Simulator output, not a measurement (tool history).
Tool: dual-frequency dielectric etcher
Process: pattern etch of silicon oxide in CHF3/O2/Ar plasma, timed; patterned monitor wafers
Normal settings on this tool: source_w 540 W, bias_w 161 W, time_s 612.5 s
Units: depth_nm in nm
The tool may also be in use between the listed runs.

run   hour  source_w  bias_w  time_s  read-back reference wafer on the same gauge, depth_nm  depth_nm
  1      0       540     146   612.5                                                 1020.3    1059.4
  2   30.6       540     146   612.5                                                 1019.9    1062.5
  3   66.4       540     146   612.5                                                 1020.4    1061.2
  4   83.1       540     161   612.5                                                 1019.9    1087.3
  5    119       540     186     703                                                 1019.6    1296.7
  6  154.8       540     161     681                                                 1020.2    1204.1
  7  169.4       540     161   612.5                                                 1020.1    1084.6
  8  184.4       540     179   612.5                                                 1020.3    1114.7
     189.1  -- bias power generator calibrated
  9  211.4       540     179   612.5                                                 1019.8    1114.5
 10  224.2       540     179   612.5                                                 1019.9      1115
 11  239.9       470     161   612.5                                                 1020.1    1010.3
     264.4  -- wet clean of the chamber
 12  269.6       470     161   612.5                                                 1020.3    1018.8
     271.4  -- gauge calibrated
 13  285.1       650     161   612.5                                                 1019.9    1195.6
 14  308.5       540     161   612.5                                                 1019.8      1091
 15  323.9       540     161   612.5                                                 1019.9    1091.2
 16    359       460     161   612.5                                                 1020.6      1006
 17  391.5       540     161   612.5                                                 1019.5    1087.8
 18  421.6       540     150     716                                                 1020.1    1251.1
       439  -- source power generator calibrated
     454.7  -- upper electrode replaced
 19  455.2       540     161   612.5                                                 1019.8      1089
 20  463.2       630     139   707.5                                                 1019.9    1306.2
 21  490.1       420     131   699.5                                                 1020.1    1035.3

Expected results for the next run?
 22   525       540     146   612.5                                                      ?         ?

read-back reference wafer on the same gauge, depth_nm: 1020
depth_nm: 1061.2 nm
Take away the tool's hidden state, keep the run-to-run variation as it was, and the same run would have given depth_nm 1068.7 nm.
